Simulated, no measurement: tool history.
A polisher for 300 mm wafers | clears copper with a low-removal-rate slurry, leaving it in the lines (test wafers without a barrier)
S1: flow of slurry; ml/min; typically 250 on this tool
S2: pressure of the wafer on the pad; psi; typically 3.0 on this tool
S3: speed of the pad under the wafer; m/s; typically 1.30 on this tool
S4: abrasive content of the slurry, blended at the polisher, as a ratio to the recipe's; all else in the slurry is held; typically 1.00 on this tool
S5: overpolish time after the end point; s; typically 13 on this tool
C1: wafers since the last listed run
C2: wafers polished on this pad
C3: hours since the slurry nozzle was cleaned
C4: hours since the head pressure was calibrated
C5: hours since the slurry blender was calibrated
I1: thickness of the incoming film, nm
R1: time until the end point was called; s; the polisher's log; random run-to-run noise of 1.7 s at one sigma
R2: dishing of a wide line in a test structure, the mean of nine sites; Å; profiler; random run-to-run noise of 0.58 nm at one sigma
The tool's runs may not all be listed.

{"run": 1, "day": 0.0, "S1": 250, "S2": 3.6, "S3": 1.3, "S4": 1.0, "S5": 8, "C1": 0, "C2": 4, "C3": 261.7, "C4": 666.6, "C5": 134.4, "I1": 385.2, "R1": 81.5, "R2": 271}
{"run": 2, "day": 0.725, "S1": 250, "S2": 3.0, "S3": 1.3, "S4": 1.0, "S5": 13, "C1": 172, "C2": 177, "C3": 279.1, "C4": 684.0, "C5": 151.8, "I1": 388.3, "R1": 97.0, "R2": 351}
{"run": 3, "day": 1.933, "S1": 250, "S2": 3.0, "S3": 1.3, "S4": 1.0, "S5": 13, "C1": 287, "C2": 465, "C3": 308.1, "C4": 713.0, "C5": 180.8, "I1": 382.1, "R1": 97.2, "R2": 338}
{"day": 4.504, "done": "slurry blender recalibrated"}
{"run": 4, "day": 5.067, "S1": 250, "S2": 3.0, "S3": 1.3, "S4": 1.0, "S5": 13, "C1": 726, "C2": 1192, "C3": 383.3, "C4": 788.2, "C5": 13.5, "I1": 389.6, "R1": 107.1, "R2": 326}
{"run": 5, "day": 6.033, "S1": 250, "S2": 3.0, "S3": 1.3, "S4": 1.0, "S5": 13, "C1": 230, "C2": 1422, "C3": 406.5, "C4": 811.4, "C5": 36.7, "I1": 390.8, "R1": 108.5, "R2": 324}
{"run": 6, "day": 6.804, "S1": 250, "S2": 3.0, "S3": 1.3, "S4": 1.0, "S5": 13, "C1": 183, "C2": 1606, "C3": 425.0, "C4": 829.9, "C5": 55.2, "I1": 385.0, "R1": 107.0, "R2": 323}
{"day": 7.488, "done": "worn pad replaced by a new one"}
{"run": 7, "day": 7.675, "S1": 250, "S2": 3.0, "S3": 1.3, "S4": 1.0, "S5": 13, "C1": 167, "C2": 44, "C3": 445.9, "C4": 850.8, "C5": 76.1, "I1": 392.1, "R1": 100.5, "R2": 349}
{"day": 7.825, "done": "head pressure recalibrated"}
{"run": 8, "day": 9.0, "S1": 250, "S2": 3.0, "S3": 1.02, "S4": 1.0, "S5": 13, "C1": 295, "C2": 340, "C3": 477.7, "C4": 28.2, "C5": 107.9, "I1": 392.0, "R1": 126.9, "R2": 286}
{"run": 9, "day": 10.238, "S1": 250, "S2": 3.0, "S3": 1.3, "S4": 1.0, "S5": 13, "C1": 294, "C2": 635, "C3": 507.4, "C4": 57.9, "C5": 137.6, "I1": 395.6, "R1": 103.2, "R2": 341}
{"run": 10, "day": 10.825, "S1": 250, "S2": 3.3, "S3": 1.0, "S4": 1.0, "S5": 13, "C1": 139, "C2": 775, "C3": 521.5, "C4": 72.0, "C5": 151.7, "I1": 383.6, "R1": 110.3, "R2": 297}
{"run": 11, "day": 11.467, "S1": 250, "S2": 3.0, "S3": 1.3, "S4": 1.0, "S5": 13, "C1": 152, "C2": 928, "C3": 536.9, "C4": 87.4, "C5": 167.1, "I1": 390.9, "R1": 103.5, "R2": 329}
{"run": 12, "day": 12.271, "S1": 210, "S2": 2.2, "S3": 1.1, "S4": 1.0, "S5": 18, "C1": 191, "C2": 1120, "C3": 556.2, "C4": 106.7, "C5": 186.4, "I1": 394.1, "R1": 170.6, "R2": 290}
{"run": 13, "day": 13.658, "S1": 250, "S2": 3.8, "S3": 1.3, "S4": 0.75, "S5": 13, "C1": 330, "C2": 1450, "C3": 589.5, "C4": 140.0, "C5": 219.7, "I1": 383.1, "R1": 89.4, "R2": 361}
{"day": 14.462, "done": "worn pad replaced by a new one"}
{"run": 14, "day": 14.55, "S1": 295, "S2": 3.0, "S3": 1.3, "S4": 1.0, "S5": 13, "C1": 172, "C2": 21, "C3": 610.9, "C4": 161.4, "C5": 241.1, "I1": 388.3, "R1": 95.9, "R2": 347}
{"day": 14.792, "done": "slurry blender recalibrated"}
{"run": 15, "day": 15.729, "S1": 170, "S2": 3.0, "S3": 1.3, "S4": 0.75, "S5": 19, "C1": 261, "C2": 282, "C3": 639.2, "C4": 189.7, "C5": 22.5, "I1": 388.7, "R1": 110.8, "R2": 436}
{"run": 16, "day": 17.212, "S1": 250, "S2": 3.0, "S3": 1.3, "S4": 1.0, "S5": 13, "C1": 353, "C2": 635, "C3": 674.8, "C4": 225.3, "C5": 58.1, "I1": 392.8, "R1": 103.6, "R2": 340}
{"run": 17, "day": 18.612, "S1": 250, "S2": 3.0, "S3": 1.3, "S4": 1.0, "S5": 13, "C1": 333, "C2": 969, "C3": 708.4, "C4": 258.9, "C5": 91.7, "I1": 384.2, "R1": 99.7, "R2": 332}
{"run": 18, "day": 20.079, "S1": 250, "S2": 3.0, "S3": 1.66, "S4": 1.2, "S5": 13, "C1": 349, "C2": 1318, "C3": 743.6, "C4": 294.1, "C5": 126.9, "I1": 391.0, "R1": 86.7, "R2": 394}
{"run": 19, "day": 20.621, "S1": 250, "S2": 3.0, "S3": 1.54, "S4": 0.9, "S5": 9, "C1": 129, "C2": 1447, "C3": 756.6, "C4": 307.1, "C5": 139.9, "I1": 387.6, "R1": 97.7, "R2": 253}
{"day": 20.8, "done": "slurry nozzle cleaned"}
{"run": 20, "day": 21.629, "S1": 250, "S2": 3.0, "S3": 1.3, "S4": 1.0, "S5": 13, "C1": 230, "C2": 1678, "C3": 19.9, "C4": 331.3, "C5": 164.1, "I1": 390.4, "R1": 109.6, "R2": 303}
{"day": 22.467, "done": "worn pad replaced by a new one"}
{"run": 21, "day": 23.083, "S1": 250, "S2": 3.0, "S3": 1.3, "S4": 0.9, "S5": 13, "C1": 306, "C2": 146, "C3": 54.8, "C4": 366.2, "C5": 199.0, "I1": 395.2, "R1": 102.7, "R2": 339}
{"run": 22, "day": 24.054, "S1": 250, "S2": 3.0, "S3": 1.3, "S4": 1.0, "S5": 13, "C1": 231, "C2": 377, "C3": 78.1, "C4": 389.5, "C5": 222.3, "I1": 389.4, "R1": 99.0, "R2": 334}
{"run": 23, "day": 25.417, "S1": 190, "S2": 2.3, "S3": 1.3, "S4": 1.0, "S5": 20, "C1": 324, "C2": 702, "C3": 110.8, "C4": 422.2, "C5": 255.0, "I1": 390.6, "R1": 138.0, "R2": 374}
{"run": 24, "day": 26.396, "S1": 250, "S2": 3.4, "S3": 0.98, "S4": 0.9, "S5": 10, "C1": 233, "C2": 935, "C3": 134.3, "C4": 445.7, "C5": 278.5, "I1": 391.6, "R1": 120.8, "R2": 236}
{"run": 25, "day": 27.167, "S1": 250, "S2": 3.0, "S3": 1.3, "S4": 1.0, "S5": 13, "C1": 183, "C2": 1119, "C3": 152.8, "C4": 464.2, "C5": 297.0, "I1": 389.7, "R1": 106.1, "R2": 328}
{"day": 27.292, "done": "slurry blender recalibrated"}
{"run": 26, "day": 27.762, "S1": 250, "S2": 3.0, "S3": 1.3, "S4": 1.0, "S5": 11, "C1": 122, "C2": 1241, "C3": 167.1, "C4": 478.5, "C5": 11.3, "I1": 390.4, "R1": 106.9, "R2": 287}
{"run": 27, "day": 28.296, "S1": 320, "S2": 4.0, "S3": 1.3, "S4": 1.0, "S5": 9, "C1": 127, "C2": 1368, "C3": 179.9, "C4": 491.3, "C5": 24.1, "I1": 393.8, "R1": 80.3, "R2": 309}
{"run": 28, "day": 29.233, "S1": 320, "S2": 3.0, "S3": 1.12, "S4": 1.0, "S5": 17, "C1": 223, "C2": 1592, "C3": 202.4, "C4": 513.8, "C5": 46.6, "I1": 389.0, "R1": 118.7, "R2": 372}

Estimate the outcome of run 29 from the log above:
{"run": 29, "day": 29.896, "S1": 250, "S2": 3.0, "S3": 1.3, "S4": 1.0, "S5": 13, "C1": 157, "C2": 1749, "C3": 218.3, "C4": 529.7, "C5": 62.5, "I1": 394.8, "R1": "?", "R2": "?"}

{"run 29": {"R1": 110.2, "R2": 320}}
Without the tool's hidden state the same run would have given R1 97.9 s, R2 354 Å.
